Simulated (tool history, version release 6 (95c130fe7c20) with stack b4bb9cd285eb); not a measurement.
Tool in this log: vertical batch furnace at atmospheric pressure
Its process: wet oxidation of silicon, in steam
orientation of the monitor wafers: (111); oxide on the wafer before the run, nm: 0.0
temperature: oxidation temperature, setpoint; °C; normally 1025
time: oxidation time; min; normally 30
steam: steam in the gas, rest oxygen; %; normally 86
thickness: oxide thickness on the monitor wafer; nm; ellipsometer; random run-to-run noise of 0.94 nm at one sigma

| run | day | temperature | time | steam | read-back reference wafer on the same gauge, thickness | thickness |
|---|---|---|---|---|---|---|
| 1 | 0 | 1025 | 33 | 86 | 308.02 | 372.25 |
| 2 | 2.625 | 1025 | 33 | 86 | 307.51 | 372.26 |
| 3 | 4.242 | 1025 | 33 | 86 | 308.09 | 370.04 |
| 4 | 6.046 | 1035 | 30 | 90 | 308.03 | 380.69 |
| 5 | 10.325 | 1035 | 30 | 90 | 307.76 | 379.6 |
| 6 | 12.117 | 1025 | 30 | 86 | 307.67 | 351.44 |
| 7 | 16.029 | 1025 | 30 | 86 | 307.96 | 351.38 |
| 8 | 17.771 | 1025 | 30 | 86 | 307.8 | 350.66 |
| 9 | 20.942 | 1025 | 18 | 86 | 307.73 | 253.97 |
| 10 | 23.158 | 1025 | 18 | 86 | 308.4 | 252.82 |
| 11 | 26.004 | 1025 | 18 | 86 | 307.77 | 253.11 |
| 12 | 27.975 | 1025 | 30 | 86 | 308.15 | 351.85 |
|  | 32.212 | steam generator serviced |
| 13 | 32.362 | 1037 | 30 | 86 | 308.12 | 373.16 |
| 14 | 36.392 | 1037 | 30 | 86 | 307.39 | 373.07 |
| 15 | 40.017 | 1025 | 30 | 86 | 308.21 | 350.91 |
| 16 | 44.133 | 1025 | 30 | 86 | 307.75 | 350.26 |
| 17 | 48.567 | 1025 | 19 | 86 | 308.22 | 263.19 |
|  | 51.1 | thermocouples replaced and temperature profile calibrated |
|  | 51.971 | gauge calibrated |
| 18 | 52.054 | 1046 | 30 | 86 | 308.38 | 398.32 |
| 19 | 54.679 | 1010 | 17.5 | 82 | 307.98 | 224.08 |
| 20 | 57.454 | 1038 | 24.5 | 79 | 308.35 | 321.5 |
| 21 | 59.025 | 1025 | 30 | 86 | 307.89 | 359.97 |
| 22 | 62.671 | 1047 | 38.5 | 86 | 308.14 | 466.55 |
| 23 | 64.808 | 1008 | 30 | 86 | 308.2 | 325.32 |
| 24 | 66.371 | 1025 | 23 | 75 | 307.66 | 279.23 |
| 25 | 68.296 | 1038 | 40 | 79 | 308.1 | 432.6 |
|  | 70.708 | thermocouples replaced and temperature profile calibrated, repeated, since the last time left the tool worse |
| 26 | 71.846 | 1025 | 30 | 96 | 307.84 | 371.45 |
| 27 | 75.958 | 1025 | 30 | 86 | 307.91 | 346.68 |
| 28 | 78.921 | 1025 | 30 | 86 | 307.97 | 345.52 |
|  | 80.817 | steam generator serviced |
| 29 | 82.338 | 1025 | 30 | 86 | 308.38 | 347.38 |
| 30 | 85.392 | 1025 | 22 | 86 | 308.12 | 284.39 |
| 31 | 87.342 | 1041 | 17.5 | 76 | 308.1 | 249.89 |
| 32 | 89.371 | 1025 | 30 | 86 | 307.86 | 346.57 |

What would each run have given without the hidden state, its run-to-run variation left as it was?
Hidden state present: true tube temperature minus thermocouple reading, K; steam share off its setpoint, % of the setpoint; gauge reads high (%).
| run | thickness |
|---|---|
| 1 | 367.76 |
| 2 | 367.68 |
| 3 | 365.43 |
| 4 | 376.13 |
| 5 | 374.9 |
| 6 | 346.69 |
| 7 | 346.49 |
| 8 | 345.71 |
| 9 | 249.8 |
| 10 | 248.61 |
| 11 | 248.81 |
| 12 | 346.53 |
| 13 | 367.79 |
| 14 | 367.57 |
| 15 | 345.19 |
| 16 | 344.4 |
| 17 | 258.12 |
| 18 | 386.45 |
| 19 | 214.21 |
| 20 | 310.56 |
| 21 | 347.48 |
| 22 | 453.04 |
| 23 | 312.49 |
| 24 | 268.3 |
| 25 | 419.08 |
| 26 | 371.24 |
| 27 | 346.33 |
| 28 | 345.07 |
| 29 | 346.8 |
| 30 | 283.78 |
| 31 | 249.32 |
| 32 | 345.74 |
